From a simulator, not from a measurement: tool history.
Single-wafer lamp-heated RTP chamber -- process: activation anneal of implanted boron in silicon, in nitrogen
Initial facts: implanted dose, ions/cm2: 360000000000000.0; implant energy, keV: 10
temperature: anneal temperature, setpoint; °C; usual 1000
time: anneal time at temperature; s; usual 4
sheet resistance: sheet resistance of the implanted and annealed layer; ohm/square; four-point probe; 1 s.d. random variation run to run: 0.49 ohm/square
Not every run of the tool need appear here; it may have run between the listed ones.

| run | hour | temperature | time | read-back reference wafer on the same gauge, sheet resistance | sheet resistance |
|---|---|---|---|---|---|
| 1 | 0.0 | 1000 | 3 | 348.87 | 329.01 |
| 2 | 9.3 | 1000 | 4 | 349.11 | 329.07 |
| 3 | 24.9 | 1000 | 4 | 349.03 | 328.58 |
|  | 25.2 | gauge calibrated |
| 4 | 31.9 | 1000 | 4 | 349.04 | 329.59 |
| 5 | 44.3 | 987 | 4 | 349.03 | 335.32 |
| 6 | 53.4 | 987 | 4 | 349.16 | 336.58 |
|  | 90.6 | reflector plate cleaned |
| 7 | 106.0 | 1000 | 5 | 349.01 | 328.61 |
| 8 | 131.7 | 1023 | 4 | 348.85 | 324.13 |
| 9 | 146.2 | 1023 | 4 | 348.82 | 324.95 |
| 10 | 158.8 | 984 | 3 | 349.13 | 338.08 |
|  | 181.4 | pyrometer window cleaned and pyrometer calibrated |
| 11 | 181.9 | 1000 | 4 | 349.08 | 329.40 |
| 12 | 188.9 | 985 | 3 | 349.01 | 338.50 |
|  | 189.1 | gauge calibrated |
| 13 | 198.0 | 1000 | 6 | 348.89 | 327.85 |
| 14 | 209.2 | 1024 | 5 | 349.09 | 323.72 |
| 15 | 224.3 | 979 | 3 | 348.96 | 343.71 |
| 16 | 232.0 | 1016 | 4 | 348.75 | 324.81 |
| 17 | 241.4 | 1020 | 3 | 348.89 | 325.52 |
| 18 | 248.1 | 971 | 3 | 349.05 | 353.38 |

Consider 5 possible next runs. They are alternatives, not a sequence: every one starts from the tool as it was left by run 18. What does each give?
| A | 248.5 | 1000 | 4 | ? | ? |
| B | 248.5 | 1026 | 3 | ? | ? |
| C | 248.5 | 977 | 4 | ? | ? |
| D | 248.5 | 1019 | 3 | ? | ? |
| E | 248.5 | 983 | 6 | ? | ? |

| run | read-back reference wafer on the same gauge, sheet resistance | sheet resistance |
|---|---|---|
| A | 349.10 | 328.78 |
| B | 349.10 | 324.26 |
| C | 349.10 | 345.05 |
| D | 349.10 | 324.90 |
| E | 349.10 | 337.62 |
Without the tool's hidden state the same runs would have given:
| run | sheet resistance |
|---|---|
| A | 328.78 |
| B | 324.26 |
| C | 345.05 |
| D | 324.90 |
| E | 337.62 |
